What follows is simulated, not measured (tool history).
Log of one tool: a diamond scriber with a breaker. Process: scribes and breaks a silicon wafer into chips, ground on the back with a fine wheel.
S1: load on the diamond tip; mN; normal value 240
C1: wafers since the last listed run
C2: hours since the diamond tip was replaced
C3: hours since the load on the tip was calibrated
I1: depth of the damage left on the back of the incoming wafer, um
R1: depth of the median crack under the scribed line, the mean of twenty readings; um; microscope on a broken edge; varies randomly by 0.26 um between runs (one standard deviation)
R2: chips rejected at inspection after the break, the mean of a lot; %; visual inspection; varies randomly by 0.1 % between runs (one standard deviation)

Run 1, hour 0.0: usual settings; C1 0; C2 546.4; C3 1017.3; I1 1.73. Result: R1 12.31 um, R2 5.57 %.
Run 2, hour 91.7: usual settings; C1 143; C2 638.1; C3 1109.0; I1 1.53. Result: R1 11.88 um, R2 6.71 %.
At hour 128.0: load on the tip recalibrated.
Run 3, hour 135.6: usual settings; C1 65; C2 682.0; C3 7.6; I1 1.59. Result: R1 13.17 um, R2 3.49 %.
Run 4, hour 187.4: usual settings; C1 81; C2 733.8; C3 59.4; I1 2.07. Result: R1 13.01 um, R2 3.70 %.
Run 5, hour 282.3: usual settings but S1 265 mN; C1 148; C2 828.7; C3 154.3; I1 1.80. Result: R1 13.26 um, R2 2.40 %.
Run 6, hour 388.5: usual settings but S1 197 mN; C1 166; C2 934.9; C3 260.5; I1 1.72. Result: R1 10.04 um, R2 15.19 %.
At hour 475.7: diamond tip replaced by a new one.
Run 7, hour 476.2: usual settings; C1 134; C2 0.5; C3 348.2; I1 2.35. Result: R1 14.27 um, R2 1.99 %.
Run 8, hour 514.4: usual settings; C1 59; C2 38.7; C3 386.4; I1 2.40. Result: R1 14.23 um, R2 2.13 %.
Run 9, hour 574.9: usual settings; C1 94; C2 99.2; C3 446.9; I1 1.73. Result: R1 14.15 um, R2 1.81 %.
Run 10, hour 637.1: usual settings but S1 215 mN; C1 97; C2 161.4; C3 509.1; I1 2.59. Result: R1 12.53 um, R2 5.08 %.
Run 11, hour 684.2: usual settings but S1 215 mN; C1 73; C2 208.5; C3 556.2; I1 2.89. Result: R1 11.98 um, R2 6.11 %.
Run 12, hour 787.9: usual settings but S1 215 mN; C1 162; C2 312.2; C3 659.9; I1 1.66. Result: R1 12.41 um, R2 6.38 %.
Run 13, hour 850.2: usual settings but S1 264 mN; C1 97; C2 374.5; C3 722.2; I1 2.94. Result: R1 14.11 um, R2 2.58 %.
Run 14, hour 918.5: usual settings; C1 107; C2 442.8; C3 790.5; I1 1.82. Result: R1 13.00 um, R2 4.12 %.
Run 15, hour 993.8: usual settings but S1 190 mN; C1 118; C2 518.1; C3 865.8; I1 2.26. Result: R1 10.02 um, R2 18.04 %.
Run 16, hour 1075.3: usual settings but S1 265 mN; C1 127; C2 599.6; C3 947.3; I1 1.82. Result: R1 13.27 um, R2 2.91 %.
Run 17, hour 1176.3: usual settings but S1 182 mN; C1 158; C2 700.6; C3 1048.3; I1 2.72. Result: R1 8.75 um, R2 23.44 %.
Run 18, hour 1265.9: usual settings; C1 140; C2 790.2; C3 1137.9; I1 2.01. Result: R1 11.64 um, R2 8.42 %.
Run 19, hour 1316.6: usual settings but S1 305 mN; C1 79; C2 840.9; C3 1188.6; I1 1.57. Result: R1 14.11 um, R2 2.09 %.
Run 20, hour 1413.8: usual settings but S1 300 mN; C1 152; C2 938.1; C3 1285.8; I1 1.97. Result: R1 13.78 um, R2 2.81 %.
At hour 1445.2: diamond tip replaced by a new one.
Run 21, hour 1492.5: usual settings but S1 221 mN; C1 120; C2 47.3; C3 1364.5; I1 1.94. Result: R1 12.02 um, R2 6.13 %.
At hour 1506.7: load on the tip recalibrated.
Run 22, hour 1583.2: usual settings but S1 297 mN; C1 139; C2 138.0; C3 76.5; I1 2.78. Result: R1 17.55 um, R2 4.89 %.
Run 23, hour 1681.9: usual settings but S1 180 mN; C1 154; C2 236.7; C3 175.2; I1 2.87. Result: R1 10.84 um, R2 13.02 %.
Run 24, hour 1757.2: usual settings; C1 118; C2 312.0; C3 250.5; I1 1.96. Result: R1 14.12 um, R2 2.24 %.

Run 25, settings as shown, results not yet in. Your forecast:
Run 25, hour 1809.2: usual settings; C1 81; C2 364.0; C3 302.5; I1 2.58. Result: R1 ?, R2 ?.

{"run 25": {"R1": 13.96, "R2": 2.88}}
Without the tool's hidden state the same run would have given R1 15.11 um, R2 2.13 %.
